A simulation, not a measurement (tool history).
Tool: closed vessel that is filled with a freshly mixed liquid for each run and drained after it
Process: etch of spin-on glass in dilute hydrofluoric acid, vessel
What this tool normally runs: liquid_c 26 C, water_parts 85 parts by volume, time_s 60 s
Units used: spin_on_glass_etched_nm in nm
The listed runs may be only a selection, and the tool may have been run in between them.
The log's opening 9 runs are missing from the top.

| run | hour | liquid_c | water_parts | time_s | read-back film thickness of the spin-on glass reference wafer, read on the same gauge (nm) | spin_on_glass_etched_nm |
|---|---|---|---|---|---|---|
| 10 | 803.7 | 27 | 85 | 60 | 29.99 | 24.29 |
| 11 | 853.9 | 26 | 85 | 50 | 30.02 | 19.82 |
| 12 | 891.9 | 26 | 85 | 50 | 30 | 19.63 |
| 13 | 969.7 | 24 | 85 | 60 | 30 | 22.13 |
|  | 996.1 | thermometer replaced |
| 14 | 1018 | 23 | 115 | 35 | 29.98 | 8.31 |
| 15 | 1083.7 | 30.5 | 50 | 60 | 30.02 | 48.7 |
| 16 | 1186.9 | 26 | 85 | 60 | 30 | 22.82 |
| 17 | 1289.6 | 26 | 85 | 40 | 30 | 15.43 |
| 18 | 1387.5 | 21 | 60 | 40 | 30.01 | 18.62 |
|  | 1391.1 | hydrofluoric acid flow meter replaced |
| 19 | 1446.7 | 21 | 60 | 40 | 29.96 | 18.73 |
| 20 | 1518.2 | 28.5 | 85 | 60 | 30 | 25.82 |
| 21 | 1561.5 | 26 | 85 | 60 | 30.02 | 23.96 |
| 22 | 1640.4 | 26 | 85 | 60 | 30.04 | 23.86 |
|  | 1653.6 | thermometer replaced |
| 23 | 1691.7 | 26 | 85 | 60 | 29.97 | 22.68 |
| 24 | 1751.8 | 30.5 | 65 | 60 | 30 | 36.05 |
| 25 | 1822.7 | 26 | 85 | 60 | 30 | 22.81 |
| 26 | 1896.2 | 22.5 | 120 | 70 | 29.99 | 15.63 |
| 27 | 1960.3 | 22.5 | 85 | 75 | 29.98 | 24.82 |
| 28 | 2012.2 | 26 | 85 | 60 | 29.98 | 23.11 |

Run 29 has not been measured yet. What should we expect?
| 29 | 2062 | 29.5 | 55 | 60 | ? | ? |

{"run 29": {"read-back film thickness of the spin-on glass reference wafer, read on the same gauge (nm)": 29.97, "spin_on_glass_etched_nm": 43.24}}
Without the tool's hidden state the same run would have given spin_on_glass_etched_nm 41.44 nm.
